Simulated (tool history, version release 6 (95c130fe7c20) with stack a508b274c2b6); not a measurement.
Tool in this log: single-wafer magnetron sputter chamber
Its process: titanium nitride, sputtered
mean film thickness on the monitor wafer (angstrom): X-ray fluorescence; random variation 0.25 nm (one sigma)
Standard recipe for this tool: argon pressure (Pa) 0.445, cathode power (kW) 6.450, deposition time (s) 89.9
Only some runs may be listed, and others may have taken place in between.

run   hour  argon pressure (Pa)  cathode power (kW)  deposition time (s)  read-back reference wafer on the same gauge, thickness_nm  mean film thickness on the monitor wafer (angstrom)
  1    0.0                0.445               5.500                 89.9                                                    126.086                                               968.90
  2   13.0                0.445               5.500                 89.9                                                    126.072                                               973.54
      33.5  -- sputter target and shields replaced
  3   37.1                0.445               6.450                 89.9                                                    125.887                                              1127.94
  4   58.5                0.445               6.450                 89.9                                                    125.991                                              1136.19
  5   84.6                0.445               6.450                 89.9                                                    125.848                                              1133.61
  6  120.2                0.445               6.450                 89.9                                                    126.072                                              1133.88
  7  155.8                0.445               6.450                 89.9                                                    126.017                                              1128.69
  8  178.9                0.445               6.450                 89.9                                                    126.092                                              1129.42
  9  202.8                0.445               6.450                 89.9                                                    126.000                                              1130.68
 10  225.1                0.445               6.450                 89.9                                                    126.091                                              1130.35
 11  254.9                0.445               6.450                 89.9                                                    125.930                                              1128.50
 12  283.7                0.445               6.450                 89.9                                                    125.982                                              1132.81
     313.4  -- magnet pack replaced
 13  319.3                0.445               6.450                 89.9                                                    125.947                                              1133.80
 14  345.1                0.445               6.450                 89.9                                                    126.025                                              1132.46
 15  364.2                0.499               7.800                100.8                                                    126.033                                              1496.32
 16  385.0                0.567               5.400                 84.9                                                    125.994                                               867.42
 17  481.2                0.491               5.250                 76.6                                                    125.945                                               781.94
 18  514.4                0.400               6.450                 89.9                                                    126.079                                              1146.81
 19  537.7                0.382               5.000                 89.9                                                    126.003                                               907.66
 20  551.5                0.445               6.450                 94.9                                                    126.177                                              1196.40
     561.9  -- capacitance manometer re-zeroed and calibrated
     570.7  -- sputter target and shields replaced
     571.4  -- gauge calibrated
 21  576.8                0.445               6.450                 73.4                                                    126.063                                               899.12
 22  601.5                0.519               6.450                 89.9                                                    126.039                                              1075.73
 23  616.9                0.589               6.450                 94.9                                                    125.997                                              1096.88
 24  634.2                0.445               5.100                 89.9                                                    126.011                                               882.82
 25  661.9                0.445               6.450                 89.9                                                    125.880                                              1112.24
 26  727.5                0.521               7.400                100.5                                                    125.990                                              1374.24
 27  749.1                0.445               6.450                 89.9                                                    126.055                                              1107.46
 28  762.7                0.589               6.450                 94.9                                                    126.074                                              1112.33

Forecast each of these 3 alternatives for the next run:
  A  763.1                0.531               6.450                 89.9                                                          ?                                                    ?
  B  763.1                0.525               6.450                 80.1                                                          ?                                                    ?
  C  763.1                0.538               5.050                104.8                                                          ?                                                    ?

run  read-back reference wafer on the same gauge, thickness_nm  mean film thickness on the monitor wafer (angstrom)
  A                                                    125.983                                              1075.66
  B                                                    125.983                                               960.58
  C                                                    125.983                                               990.03
Without the tool's hidden state the same runs would have given:
run  mean film thickness on the monitor wafer (angstrom)
  A                                              1065.54
  B                                               951.64
  C                                               980.59
